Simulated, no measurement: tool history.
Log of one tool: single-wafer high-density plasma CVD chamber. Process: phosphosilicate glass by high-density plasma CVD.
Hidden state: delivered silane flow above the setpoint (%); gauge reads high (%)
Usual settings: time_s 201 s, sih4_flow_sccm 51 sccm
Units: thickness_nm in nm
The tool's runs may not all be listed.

run     day  time_s  sih4_flow_sccm  wafers since the last listed run  hours since the silane flow controller was replaced  hours since the gauge calibration  read-back reference wafer on the same gauge, thickness_nm  thickness_nm
  1   0.000     201              51                                 0                                               3627.1                              584.3                                                   1129.525      1123.785
  2   0.525     201              51                                64                                               3639.7                              596.9                                                   1130.938      1123.235
  3   1.725     201              51                               148                                               3668.5                              625.7                                                   1129.769      1122.901
  4   2.779     201              51                               130                                               3693.8                              651.0                                                   1130.882      1123.569
  5   4.100     201              51                               163                                               3725.5                              682.7                                                   1129.932      1125.112
  6   5.208     216              45                               137                                               3752.1                              709.3                                                   1130.583      1114.998
  7   5.858     216              45                                80                                               3767.7                              724.9                                                   1129.949      1116.994
  8   8.362     174              51                               309                                               3827.8                              785.0                                                   1129.745       976.654
  9   8.992     174              51                                77                                               3842.9                              800.1                                                   1130.155       974.552
 10  10.408     174              51                               175                                               3876.9                              834.1                                                   1129.321       972.992
 11  11.529     201              55                               138                                               3903.8                              861.0                                                   1129.925      1183.096
 12  12.588     201              55                               130                                               3929.2                              886.4                                                   1130.457      1187.055
 13  14.058     201              55                               181                                               3964.5                              921.7                                                   1130.360      1187.203
 14  15.175     226              56                               138                                               3991.3                              948.5                                                   1129.477      1350.424
 15  17.288     226              56                               261                                               4042.0                              999.2                                                   1130.030      1352.592
 16  17.888     226              56                                74                                               4056.4                             1013.6                                                   1129.817      1349.031
 17  19.317     201              48                               176                                               4090.7                             1047.9                                                   1130.464      1081.279
 18  20.479     201              48                               143                                               4118.6                             1075.8                                                   1129.659      1088.317
 19  21.554     201              51                               132                                               4144.4                             1101.6                                                   1130.128      1130.246
 20  22.967     201              51                               174                                               4178.3                             1135.5                                                   1129.758      1133.839
 21  23.875     201              51                               112                                               4200.1                             1157.3                                                   1129.052      1131.806
 22  24.929     201              51                               130                                               4225.4                             1182.6                                                   1131.223      1131.639
 23  26.325     186              44                               172                                               4258.9                             1216.1                                                   1131.197       950.556
 24  27.088     166              54                                94                                               4277.2                             1234.4                                                   1130.008       972.792
 25  27.712     223              41                                77                                               4292.2                             1249.4                                                   1129.574      1094.319
 26  29.017     201              47                               161                                               4323.5                             1280.7                                                   1131.252      1075.151
     29.117  -- gauge calibrated
     29.592  -- silane flow controller replaced
 27  30.179     201              51                               102                                                 14.1                               25.5                                                   1129.353      1101.498
 28  31.192     201              51                               125                                                 38.4                               49.8                                                   1130.791      1102.542
 29  32.846     201              51                               204                                                 78.1                               89.5                                                   1129.516      1103.405
 30  33.908     201              47                               131                                                103.6                              115.0                                                   1130.055      1047.626
 31  34.967     174              51                               130                                                129.0                              140.4                                                   1130.078       954.323
 32  35.579     212              44                                75                                                143.7                              155.1                                                   1129.206      1057.036
 33  36.142     171              48                                69                                                157.2                              168.6                                                   1129.722       901.063
 34  36.896     241              56                                93                                                175.3                              186.7                                                   1129.512      1409.374
 35  38.379     213              54                               183                                                210.9                              222.3                                                   1129.716      1214.938
 36  39.075     188              44                                86                                                227.6                              239.0                                                   1129.952       941.506
 37  41.462     241              45                               295                                                284.9                              296.3                                                   1130.073      1219.506
 38  42.175     216              51                                88                                                302.0                              313.4                                                   1130.523      1184.473
 39  43.338     177              58                               143                                                329.9                              341.3                                                   1130.267      1055.824
 40  44.200     201              51                               106                                                350.6                              362.0                                                   1129.177      1102.655
 41  45.458     174              41                               155                                                380.8                              392.2                                                   1131.302       834.222
 42  46.342     235              51                               109                                                402.0                              413.4                                                   1129.461      1287.270
 43  47.529     186              47                               146                                                430.5                              441.9                                                   1130.232       968.636
 44  48.417     185              51                               109                                                451.8                              463.2                                                   1130.497      1017.501
 45  49.625     201              51                               149                                                480.8                              492.2                                                   1129.352      1099.606
 46  50.683     165              47                               130                                                506.2                              517.6                                                   1129.805       861.125

Forecast each of these 4 alternatives for the next run:
  A  50.704     201              51                                 2                                                506.7                              518.1                                                          ?             ?
  B  50.704     213              48                                 2                                                506.7                              518.1                                                          ?             ?
  C  50.704     201              44                                 2                                                506.7                              518.1                                                          ?             ?
  D  50.704     183              45                                 2                                                506.7                              518.1                                                          ?             ?

run  read-back reference wafer on the same gauge, thickness_nm  thickness_nm
  A                                                   1130.865      1102.162
  B                                                   1130.865      1122.991
  C                                                   1130.865      1003.140
  D                                                   1130.865       926.186
Without the tool's hidden state the same runs would have given:
run  thickness_nm
  A      1102.434
  B      1123.268
  C      1003.388
  D       926.415

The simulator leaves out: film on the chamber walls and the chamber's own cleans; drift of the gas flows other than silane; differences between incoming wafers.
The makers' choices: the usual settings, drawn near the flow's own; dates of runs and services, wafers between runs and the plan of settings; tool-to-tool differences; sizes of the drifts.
